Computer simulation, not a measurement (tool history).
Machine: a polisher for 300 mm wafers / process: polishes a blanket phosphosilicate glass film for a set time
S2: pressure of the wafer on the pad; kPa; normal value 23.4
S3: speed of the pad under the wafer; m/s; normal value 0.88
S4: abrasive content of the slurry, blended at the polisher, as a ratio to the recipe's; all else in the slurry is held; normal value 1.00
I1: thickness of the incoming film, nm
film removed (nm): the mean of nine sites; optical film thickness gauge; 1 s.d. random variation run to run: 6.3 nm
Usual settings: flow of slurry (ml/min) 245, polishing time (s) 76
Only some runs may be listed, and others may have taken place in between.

run 1 hour=0.0 | flow_of_slurry_(ml/min)=245 S2=23.4 S3=0.88 S4=1.25 polishing_time_(s)=76 | I1=2618.4 | film_removed_(nm)=686.1
run 2 hour=9.8 | flow_of_slurry_(ml/min)=245 S2=23.4 S3=0.88 S4=1.25 polishing_time_(s)=76 | I1=2650.6 | film_removed_(nm)=684.0
run 3 hour=20.6 | flow_of_slurry_(ml/min)=245 S2=23.4 S3=0.88 S4=1.00 polishing_time_(s)=76 | I1=2592.0 | film_removed_(nm)=600.6
-- hour=25.3 conditioning disc replaced and pad reconditioned
-- hour=31.2 slurry blender recalibrated
run 4 hour=31.7 | flow_of_slurry_(ml/min)=265 S2=23.4 S3=0.88 S4=1.00 polishing_time_(s)=76 | I1=2624.4 | film_removed_(nm)=615.6
run 5 hour=37.9 | flow_of_slurry_(ml/min)=245 S2=23.4 S3=0.88 S4=1.00 polishing_time_(s)=76 | I1=2625.8 | film_removed_(nm)=595.0
run 6 hour=45.9 | flow_of_slurry_(ml/min)=245 S2=23.4 S3=0.88 S4=1.00 polishing_time_(s)=76 | I1=2638.1 | film_removed_(nm)=601.0
-- hour=73.5 head pressure recalibrated
run 7 hour=80.8 | flow_of_slurry_(ml/min)=245 S2=23.4 S3=0.88 S4=1.00 polishing_time_(s)=76 | I1=2654.0 | film_removed_(nm)=609.4
run 8 hour=102.4 | flow_of_slurry_(ml/min)=245 S2=23.4 S3=0.88 S4=0.75 polishing_time_(s)=76 | I1=2677.2 | film_removed_(nm)=493.0
run 9 hour=116.1 | flow_of_slurry_(ml/min)=245 S2=23.4 S3=0.88 S4=1.00 polishing_time_(s)=76 | I1=2634.8 | film_removed_(nm)=596.7
-- hour=117.4 slurry nozzle cleaned
run 10 hour=129.2 | flow_of_slurry_(ml/min)=280 S2=23.4 S3=0.88 S4=1.00 polishing_time_(s)=100 | I1=2613.6 | film_removed_(nm)=876.3
-- hour=139.0 worn pad replaced by a new one
run 11 hour=145.9 | flow_of_slurry_(ml/min)=245 S2=23.4 S3=0.78 S4=1.00 polishing_time_(s)=96 | I1=2654.0 | film_removed_(nm)=773.1
run 12 hour=162.5 | flow_of_slurry_(ml/min)=220 S2=23.4 S3=0.88 S4=1.00 polishing_time_(s)=76 | I1=2622.9 | film_removed_(nm)=640.0
run 13 hour=172.4 | flow_of_slurry_(ml/min)=245 S2=17.9 S3=0.88 S4=1.20 polishing_time_(s)=76 | I1=2639.3 | film_removed_(nm)=607.4
run 14 hour=203.6 | flow_of_slurry_(ml/min)=245 S2=20.0 S3=0.88 S4=1.00 polishing_time_(s)=76 | I1=2632.1 | film_removed_(nm)=583.7
run 15 hour=219.3 | flow_of_slurry_(ml/min)=245 S2=23.4 S3=0.88 S4=1.25 polishing_time_(s)=76 | I1=2627.4 | film_removed_(nm)=730.8
run 16 hour=233.4 | flow_of_slurry_(ml/min)=215 S2=23.4 S3=0.88 S4=1.30 polishing_time_(s)=99 | I1=2639.7 | film_removed_(nm)=935.5
run 17 hour=248.2 | flow_of_slurry_(ml/min)=295 S2=15.9 S3=1.18 S4=1.10 polishing_time_(s)=76 | I1=2664.8 | film_removed_(nm)=655.7
run 18 hour=259.2 | flow_of_slurry_(ml/min)=245 S2=23.4 S3=0.88 S4=1.00 polishing_time_(s)=76 | I1=2597.7 | film_removed_(nm)=644.9
run 19 hour=273.3 | flow_of_slurry_(ml/min)=175 S2=23.4 S3=0.88 S4=1.00 polishing_time_(s)=101 | I1=2636.3 | film_removed_(nm)=798.7
run 20 hour=290.6 | flow_of_slurry_(ml/min)=245 S2=23.4 S3=0.88 S4=1.00 polishing_time_(s)=76 | I1=2607.1 | film_removed_(nm)=644.9
run 21 hour=302.0 | flow_of_slurry_(ml/min)=245 S2=23.4 S3=0.88 S4=1.00 polishing_time_(s)=76 | I1=2628.4 | film_removed_(nm)=636.7
-- hour=308.1 conditioning disc replaced and pad reconditioned
-- hour=310.0 slurry blender recalibrated
run 22 hour=311.7 | flow_of_slurry_(ml/min)=245 S2=23.4 S3=0.88 S4=1.00 polishing_time_(s)=62 | I1=2644.4 | film_removed_(nm)=517.6
run 23 hour=323.4 | flow_of_slurry_(ml/min)=245 S2=23.4 S3=0.88 S4=1.00 polishing_time_(s)=76 | I1=2629.0 | film_removed_(nm)=640.3
-- hour=332.5 worn pad replaced by a new one
run 24 hour=340.7 | flow_of_slurry_(ml/min)=160 S2=26.9 S3=0.88 S4=1.00 polishing_time_(s)=94 | I1=2643.8 | film_removed_(nm)=786.8
run 25 hour=355.1 | flow_of_slurry_(ml/min)=245 S2=23.4 S3=1.02 S4=1.00 polishing_time_(s)=76 | I1=2640.1 | film_removed_(nm)=699.8

Alternative continuations, all from the tool just after run 25; predict every row:
run A hour=355.5 | flow_of_slurry_(ml/min)=245 S2=23.4 S3=0.88 S4=1.00 polishing_time_(s)=76 | I1=2589.5 | film_removed_(nm)=?
run B hour=355.5 | flow_of_slurry_(ml/min)=295 S2=26.2 S3=0.88 S4=1.10 polishing_time_(s)=76 | I1=2589.5 | film_removed_(nm)=?
run C hour=355.5 | flow_of_slurry_(ml/min)=270 S2=31.7 S3=0.64 S4=0.85 polishing_time_(s)=76 | I1=2589.5 | film_removed_(nm)=?
run D hour=355.5 | flow_of_slurry_(ml/min)=245 S2=23.4 S3=1.12 S4=1.00 polishing_time_(s)=76 | I1=2589.5 | film_removed_(nm)=?
run E hour=355.5 | flow_of_slurry_(ml/min)=245 S2=17.9 S3=0.88 S4=1.00 polishing_time_(s)=76 | I1=2589.5 | film_removed_(nm)=?

run=A film_removed_(nm)=634.1
run=B film_removed_(nm)=739.2
run=C film_removed_(nm)=600.6
run=D film_removed_(nm)=729.5
run=E film_removed_(nm)=537.3
The same runs, with their run-to-run variation unchanged, on a tool lacking any hidden condition would have given:
run=A film_removed_(nm)=659.4
run=B film_removed_(nm)=763.7
run=C film_removed_(nm)=622.3
run=D film_removed_(nm)=758.6
run=E film_removed_(nm)=558.8
